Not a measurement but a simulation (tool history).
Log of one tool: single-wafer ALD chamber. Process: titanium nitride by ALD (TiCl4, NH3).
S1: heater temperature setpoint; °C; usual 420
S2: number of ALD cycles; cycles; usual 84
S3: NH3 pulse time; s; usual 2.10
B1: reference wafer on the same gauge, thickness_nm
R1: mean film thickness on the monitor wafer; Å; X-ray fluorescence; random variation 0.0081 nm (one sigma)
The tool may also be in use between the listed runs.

run 1 hour=0.0 | S1=420 S2=84 S3=2.10 | B1=1.521 | R1=18.57
run 2 hour=13.7 | S1=420 S2=84 S3=2.10 | B1=1.521 | R1=18.56
run 3 hour=32.2 | S1=420 S2=84 S3=2.10 | B1=1.520 | R1=18.54
run 4 hour=48.9 | S1=420 S2=84 S3=2.10 | B1=1.519 | R1=18.44
run 5 hour=60.0 | S1=420 S2=84 S3=2.10 | B1=1.517 | R1=18.68
run 6 hour=75.7 | S1=420 S2=84 S3=2.10 | B1=1.521 | R1=18.70
run 7 hour=86.9 | S1=420 S2=84 S3=2.62 | B1=1.522 | R1=18.66
run 8 hour=100.7 | S1=420 S2=84 S3=2.62 | B1=1.518 | R1=18.76
run 9 hour=114.7 | S1=420 S2=84 S3=2.62 | B1=1.522 | R1=18.48
run 10 hour=124.6 | S1=420 S2=84 S3=2.10 | B1=1.520 | R1=18.62
-- hour=133.3 gauge calibrated
run 11 hour=136.3 | S1=420 S2=84 S3=2.10 | B1=1.521 | R1=18.47
run 12 hour=153.0 | S1=420 S2=84 S3=2.10 | B1=1.520 | R1=18.50
run 13 hour=164.2 | S1=420 S2=84 S3=2.10 | B1=1.518 | R1=18.53
run 14 hour=172.7 | S1=420 S2=84 S3=2.10 | B1=1.522 | R1=18.44
run 15 hour=190.0 | S1=420 S2=84 S3=2.10 | B1=1.519 | R1=18.63
run 16 hour=200.0 | S1=420 S2=84 S3=2.10 | B1=1.517 | R1=18.57
-- hour=213.3 showerhead replaced
run 17 hour=213.7 | S1=420 S2=84 S3=2.10 | B1=1.523 | R1=18.52
run 18 hour=222.6 | S1=430 S2=98 S3=2.37 | B1=1.523 | R1=21.87
run 19 hour=238.2 | S1=420 S2=84 S3=2.10 | B1=1.519 | R1=18.50
-- hour=260.1 thermocouple changed; heater temperature recalibrated
run 20 hour=260.6 | S1=416 S2=101 S3=1.42 | B1=1.519 | R1=22.04
run 21 hour=268.1 | S1=425 S2=77 S3=2.10 | B1=1.523 | R1=17.16
run 22 hour=280.1 | S1=420 S2=84 S3=2.32 | B1=1.519 | R1=18.58
run 23 hour=286.2 | S1=420 S2=84 S3=2.10 | B1=1.519 | R1=18.50
run 24 hour=294.7 | S1=431 S2=70 S3=2.10 | B1=1.520 | R1=15.58
run 25 hour=305.3 | S1=411 S2=84 S3=2.10 | B1=1.519 | R1=18.56
run 26 hour=311.8 | S1=429 S2=89 S3=2.57 | B1=1.518 | R1=19.68
run 27 hour=328.4 | S1=420 S2=76 S3=2.10 | B1=1.521 | R1=16.84
run 28 hour=346.0 | S1=426 S2=84 S3=2.80 | B1=1.515 | R1=18.83
run 29 hour=360.0 | S1=432 S2=71 S3=2.94 | B1=1.519 | R1=15.77
run 30 hour=368.3 | S1=420 S2=84 S3=2.10 | B1=1.520 | R1=18.67
run 31 hour=396.6 | S1=416 S2=75 S3=1.39 | B1=1.520 | R1=16.39
run 32 hour=406.9 | S1=420 S2=84 S3=2.10 | B1=1.521 | R1=18.54
run 33 hour=423.0 | S1=430 S2=100 S3=2.68 | B1=1.521 | R1=22.28
run 34 hour=440.7 | S1=426 S2=92 S3=1.47 | B1=1.520 | R1=20.10
run 35 hour=455.1 | S1=434 S2=84 S3=2.72 | B1=1.520 | R1=18.70
run 36 hour=480.4 | S1=410 S2=84 S3=2.10 | B1=1.520 | R1=18.50
run 37 hour=495.8 | S1=420 S2=84 S3=2.10 | B1=1.520 | R1=18.60
run 38 hour=504.8 | S1=426 S2=74 S3=1.74 | B1=1.520 | R1=16.40
run 39 hour=513.6 | S1=413 S2=84 S3=1.64 | B1=1.519 | R1=18.37
run 40 hour=523.4 | S1=405 S2=96 S3=1.35 | B1=1.519 | R1=20.62

Forecast each of these 4 alternatives for the next run:
run A hour=524.0 | S1=420 S2=88 S3=2.10 | B1=? | R1=?
run B hour=524.0 | S1=428 S2=95 S3=1.33 | B1=? | R1=?
run C hour=524.0 | S1=426 S2=84 S3=2.44 | B1=? | R1=?
run D hour=524.0 | S1=427 S2=76 S3=1.61 | B1=? | R1=?

run=A B1=1.524 R1=19.61
run=B B1=1.524 R1=20.96
run=C B1=1.524 R1=18.81
run=D B1=1.524 R1=16.85
Without the tool's hidden state the same runs would have given:
run=A R1=19.61
run=B R1=20.96
run=C R1=18.81
run=D R1=16.85
